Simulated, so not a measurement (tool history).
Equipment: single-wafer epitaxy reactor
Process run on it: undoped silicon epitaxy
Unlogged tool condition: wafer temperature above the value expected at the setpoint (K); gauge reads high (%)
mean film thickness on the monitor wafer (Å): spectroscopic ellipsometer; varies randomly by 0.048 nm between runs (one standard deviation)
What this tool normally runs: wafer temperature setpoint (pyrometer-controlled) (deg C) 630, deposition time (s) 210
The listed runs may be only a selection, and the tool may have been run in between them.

| run | day | wafer temperature setpoint (pyrometer-controlled) (deg C) | deposition time (s) | wafers since the last listed run | hours since the last pyrometer calibration | hours since the gauge calibration | read-back reference wafer on the same gauge, thickness_nm | mean film thickness on the monitor wafer (Å) |
|---|---|---|---|---|---|---|---|---|
| 1 | 0.000 | 630 | 210 | 0 | 394.5 | 583.1 | 26.778 | 226.65 |
| 2 | 2.433 | 630 | 210 | 568 | 452.9 | 641.5 | 26.801 | 226.47 |
| 3 | 5.108 | 630 | 210 | 624 | 517.1 | 705.7 | 26.786 | 226.57 |
| 4 | 7.258 | 630 | 210 | 502 | 568.7 | 757.3 | 26.809 | 225.74 |
| 5 | 9.808 | 630 | 210 | 595 | 629.9 | 818.5 | 26.796 | 226.01 |
| 6 | 12.629 | 630 | 210 | 658 | 697.6 | 886.2 | 26.807 | 225.42 |
| 7 | 15.117 | 630 | 210 | 580 | 757.3 | 945.9 | 26.826 | 224.84 |
| 8 | 17.525 | 630 | 210 | 562 | 815.1 | 1003.7 | 26.777 | 225.03 |
| 9 | 23.375 | 630 | 210 | 1366 | 955.5 | 1144.1 | 26.786 | 224.85 |
| 10 | 25.712 | 630 | 210 | 545 | 1011.6 | 1200.2 | 26.825 | 224.38 |
| 11 | 28.038 | 619 | 210 | 543 | 1067.4 | 1256.0 | 26.781 | 179.68 |
| 12 | 30.342 | 619 | 210 | 538 | 1122.7 | 1311.3 | 26.802 | 178.76 |
| 13 | 31.750 | 630 | 210 | 328 | 1156.5 | 1345.1 | 26.804 | 224.38 |
| 14 | 33.979 | 630 | 210 | 520 | 1210.0 | 1398.6 | 26.808 | 224.15 |
| 15 | 39.017 | 630 | 210 | 1176 | 1330.9 | 1519.5 | 26.795 | 224.41 |
| 16 | 40.758 | 630 | 210 | 406 | 1372.7 | 1561.3 | 26.821 | 224.45 |
| 17 | 42.612 | 630 | 210 | 433 | 1417.2 | 1605.8 | 26.806 | 223.94 |
| 18 | 44.588 | 630 | 210 | 461 | 1464.6 | 1653.2 | 26.800 | 223.36 |

Run 19 has not been measured yet. What should we expect?
| 19 | 46.575 | 641 | 178 | 464 | 1512.3 | 1700.9 | ? | ? |

read-back reference wafer on the same gauge, thickness_nm: 26.780
mean film thickness on the monitor wafer (Å): 235.39
Were there no unlogged condition in the tool, this run, its random variation unchanged, would have produced mean film thickness on the monitor wafer (Å) 240.21.
